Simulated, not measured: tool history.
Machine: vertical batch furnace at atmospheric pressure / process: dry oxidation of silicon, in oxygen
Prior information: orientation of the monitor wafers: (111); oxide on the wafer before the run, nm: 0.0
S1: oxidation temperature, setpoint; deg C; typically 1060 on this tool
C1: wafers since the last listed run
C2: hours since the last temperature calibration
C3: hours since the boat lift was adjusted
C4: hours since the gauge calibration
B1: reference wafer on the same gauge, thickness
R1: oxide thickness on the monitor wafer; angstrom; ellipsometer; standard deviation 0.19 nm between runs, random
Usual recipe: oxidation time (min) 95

{"run": 1, "hour": 0.0, "S1": 1060, "oxidation time (min)": 95, "C1": 0, "C2": 2485.2, "C3": 1580.5, "C4": 263.9, "B1": 137, "R1": 1282.1}
{"run": 2, "hour": 13.2, "S1": 1060, "oxidation time (min)": 95, "C1": 166, "C2": 2498.4, "C3": 1593.7, "C4": 277.1, "B1": 136.96, "R1": 1278.9}
{"run": 3, "hour": 34.3, "S1": 1060, "oxidation time (min)": 95, "C1": 266, "C2": 2519.5, "C3": 1614.8, "C4": 298.2, "B1": 137.01, "R1": 1282.6}
{"run": 4, "hour": 61.5, "S1": 1060, "oxidation time (min)": 95, "C1": 343, "C2": 2546.7, "C3": 1642, "C4": 325.4, "B1": 136.88, "R1": 1281.7}
{"run": 5, "hour": 73.6, "S1": 1060, "oxidation time (min)": 95, "C1": 152, "C2": 2558.8, "C3": 1654.1, "C4": 337.5, "B1": 136.98, "R1": 1279.1}
{"run": 6, "hour": 91.8, "S1": 1060, "oxidation time (min)": 95, "C1": 229, "C2": 2577, "C3": 1672.3, "C4": 355.7, "B1": 136.95, "R1": 1276.4}
{"run": 7, "hour": 123.3, "S1": 1060, "oxidation time (min)": 95, "C1": 397, "C2": 2608.5, "C3": 1703.8, "C4": 387.2, "B1": 136.91, "R1": 1281}
{"run": 8, "hour": 147.0, "S1": 1060, "oxidation time (min)": 95, "C1": 299, "C2": 2632.2, "C3": 1727.5, "C4": 410.9, "B1": 137.01, "R1": 1279.7}
{"run": 9, "hour": 163.3, "S1": 1060, "oxidation time (min)": 95, "C1": 205, "C2": 2648.5, "C3": 1743.8, "C4": 427.2, "B1": 137.04, "R1": 1279.7}
{"run": 10, "hour": 182.4, "S1": 1060, "oxidation time (min)": 95, "C1": 241, "C2": 2667.6, "C3": 1762.9, "C4": 446.3, "B1": 136.97, "R1": 1282.6}
{"run": 11, "hour": 210.5, "S1": 1060, "oxidation time (min)": 95, "C1": 354, "C2": 2695.7, "C3": 1791, "C4": 474.4, "B1": 136.99, "R1": 1277.9}
{"hour": 244.2, "done": "boat lift adjusted"}
{"run": 12, "hour": 244.7, "S1": 1060, "oxidation time (min)": 95, "C1": 128, "C2": 2729.9, "C3": 0.5, "C4": 508.6, "B1": 137, "R1": 1308.6}
{"run": 13, "hour": 252.3, "S1": 1060, "oxidation time (min)": 95, "C1": 95, "C2": 2737.5, "C3": 8.1, "C4": 516.2, "B1": 136.98, "R1": 1308.4}
{"run": 14, "hour": 264.5, "S1": 1060, "oxidation time (min)": 95, "C1": 153, "C2": 2749.7, "C3": 20.3, "C4": 528.4, "B1": 137.03, "R1": 1303.6}
{"run": 15, "hour": 280.2, "S1": 1060, "oxidation time (min)": 95, "C1": 198, "C2": 2765.4, "C3": 36, "C4": 544.1, "B1": 137, "R1": 1308.3}
{"run": 16, "hour": 305.6, "S1": 1060, "oxidation time (min)": 95, "C1": 320, "C2": 2790.8, "C3": 61.4, "C4": 569.5, "B1": 137.01, "R1": 1304.5}
{"hour": 328.3, "done": "gauge calibrated"}
{"run": 17, "hour": 338.9, "S1": 1071, "oxidation time (min)": 77.5, "C1": 420, "C2": 2824.1, "C3": 94.7, "C4": 10.6, "B1": 137, "R1": 1231.3}
{"run": 18, "hour": 363.1, "S1": 1072, "oxidation time (min)": 132.5, "C1": 305, "C2": 2848.3, "C3": 118.9, "C4": 34.8, "B1": 136.99, "R1": 1708.2}
{"run": 19, "hour": 384.9, "S1": 1060, "oxidation time (min)": 95, "C1": 275, "C2": 2870.1, "C3": 140.7, "C4": 56.6, "B1": 136.98, "R1": 1307.8}
{"run": 20, "hour": 401.4, "S1": 1081, "oxidation time (min)": 125, "C1": 208, "C2": 2886.6, "C3": 157.2, "C4": 73.1, "B1": 136.9, "R1": 1746.3}
{"hour": 439.4, "done": "thermocouples replaced and temperature profile calibrated"}
{"run": 21, "hour": 439.9, "S1": 1060, "oxidation time (min)": 95, "C1": 183, "C2": 0.5, "C3": 195.7, "C4": 111.6, "B1": 136.97, "R1": 1262.8}
{"run": 22, "hour": 457.3, "S1": 1085, "oxidation time (min)": 137.5, "C1": 219, "C2": 17.9, "C3": 213.1, "C4": 129, "B1": 136.99, "R1": 1823.4}
{"run": 23, "hour": 520.0, "S1": 1071, "oxidation time (min)": 95, "C1": 791, "C2": 80.6, "C3": 275.8, "C4": 191.7, "B1": 137.07, "R1": 1345.5}
{"run": 24, "hour": 535.3, "S1": 1060, "oxidation time (min)": 126.5, "C1": 193, "C2": 95.9, "C3": 291.1, "C4": 207, "B1": 136.94, "R1": 1504.5}
{"run": 25, "hour": 552.1, "S1": 1060, "oxidation time (min)": 95, "C1": 212, "C2": 112.7, "C3": 307.9, "C4": 223.8, "B1": 136.99, "R1": 1264.6}
{"run": 26, "hour": 577.9, "S1": 1051, "oxidation time (min)": 95, "C1": 325, "C2": 138.5, "C3": 333.7, "C4": 249.6, "B1": 136.94, "R1": 1197.3}
{"run": 27, "hour": 604.1, "S1": 1082, "oxidation time (min)": 67, "C1": 330, "C2": 164.7, "C3": 359.9, "C4": 275.8, "B1": 137.08, "R1": 1162.9}
{"run": 28, "hour": 627.9, "S1": 1049, "oxidation time (min)": 69, "C1": 300, "C2": 188.5, "C3": 383.7, "C4": 299.6, "B1": 137.01, "R1": 969.9}
{"run": 29, "hour": 654.7, "S1": 1041, "oxidation time (min)": 95, "C1": 338, "C2": 215.3, "C3": 410.5, "C4": 326.4, "B1": 137.03, "R1": 1133.7}
{"run": 30, "hour": 686.7, "S1": 1042, "oxidation time (min)": 60, "C1": 403, "C2": 247.3, "C3": 442.5, "C4": 358.4, "B1": 136.96, "R1": 851.2}

Alternative continuations, all from the tool just after run 30; predict every row:
{"run": "A", "hour": 692.0, "S1": 1060, "oxidation time (min)": 95, "C1": 66, "C2": 252.6, "C3": 447.8, "C4": 363.7, "B1": "?", "R1": "?"}
{"run": "B", "hour": 692.0, "S1": 1060, "oxidation time (min)": 120, "C1": 66, "C2": 252.6, "C3": 447.8, "C4": 363.7, "B1": "?", "R1": "?"}
{"run": "C", "hour": 692.0, "S1": 1036, "oxidation time (min)": 49.5, "C1": 66, "C2": 252.6, "C3": 447.8, "C4": 363.7, "B1": "?", "R1": "?"}
{"run": "D", "hour": 692.0, "S1": 1060, "oxidation time (min)": 57, "C1": 66, "C2": 252.6, "C3": 447.8, "C4": 363.7, "B1": "?", "R1": "?"}

run=A B1=136.99 R1=1262.6
run=B B1=136.99 R1=1456.6
run=C B1=136.99 R1=726.7
run=D B1=136.99 R1=917.4
Without the tool's hidden state the same runs would have given:
run=A R1=1270.8
run=B R1=1466
run=C R1=731.7
run=D R1=923.6
